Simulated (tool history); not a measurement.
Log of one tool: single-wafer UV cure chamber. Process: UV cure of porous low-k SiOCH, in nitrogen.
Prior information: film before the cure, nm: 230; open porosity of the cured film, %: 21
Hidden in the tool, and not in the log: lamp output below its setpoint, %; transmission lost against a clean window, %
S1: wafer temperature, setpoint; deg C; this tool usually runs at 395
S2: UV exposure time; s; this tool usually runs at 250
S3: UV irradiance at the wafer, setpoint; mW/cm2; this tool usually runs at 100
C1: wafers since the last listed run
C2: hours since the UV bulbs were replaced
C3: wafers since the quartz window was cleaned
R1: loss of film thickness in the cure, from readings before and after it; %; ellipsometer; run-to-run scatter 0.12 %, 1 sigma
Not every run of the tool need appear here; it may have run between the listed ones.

run   hour   S1   S2   S3   C1      C2    C3      R1
  1      0  395  250  100    0  2345.1  2441   11.83
  2   14.4  395  250  100   72  2359.5  2514   11.81
  3   27.1  395  250  100   64  2372.2  2578  12.192
  4   63.2  395  250  100  182  2408.3  2761  11.942
  5   87.1  395  250  100  120  2432.2  2882   12.05
  6  101.4  395  250  100   72  2446.5  2954  11.937
  7  115.3  388  330  100   70  2460.4  3025  13.061
  8  131.7  388  330  100   83  2476.8  3108  13.128
  9  141.3  395  250  100   48  2486.4  3156  11.852
 10  161.1  395  250  100  100  2506.2  3257  11.858
 11  167.6  395  250  100   32  2512.7  3289   11.77
     182.3  -- quartz window cleaned
 12  182.8  395  250  100   36  2527.9     2  11.067
 13  193.8  395  250  100   55  2538.9    58  11.248
     215.4  -- UV bulbs replaced
 14  215.9  395  120   73   71     0.5   129   6.794
 15  221.2  378  385   74   26     5.8   156  11.632
     232.6  -- quartz window cleaned, repeated, since the last time left the tool worse
 16  235.5  395  250  100   31    20.1    14  12.253
 17  245.5  395  250  100   50    30.1    65  12.168
 18  261.6  395  250  100   81    46.2   146  12.295
 19  271.3  376  250  131   49    55.9   195  12.866
 20  306.5  382  180  100  178    91.1   374  10.529
 21  324.4  395  320  122   90     109   464  14.283
 22    331  376  250  117   33   115.6   498  12.796
 23  344.9  405  335  135   70   129.5   568  15.275
 24  361.9  395  350  100   86   146.5   654  13.863
 25  377.4  395  250  100   78     162   733  12.039

Alternative continuations, all from the tool just after run 25; predict every row:
  A  377.9  395  250  100   2  162.5  735   ?
  B  377.9  376  250  100   2  162.5  735   ?
  C  377.9  395  250  115   2  162.5  735   ?
  D  377.9  406  250  113   2  162.5  735   ?

run      R1
  A  12.102
  B  11.753
  C  12.748
  D  12.863
Had the tool no hidden state, the same runs would have come out as:
run      R1
  A  12.509
  B  12.157
  C  13.161
  D  13.277

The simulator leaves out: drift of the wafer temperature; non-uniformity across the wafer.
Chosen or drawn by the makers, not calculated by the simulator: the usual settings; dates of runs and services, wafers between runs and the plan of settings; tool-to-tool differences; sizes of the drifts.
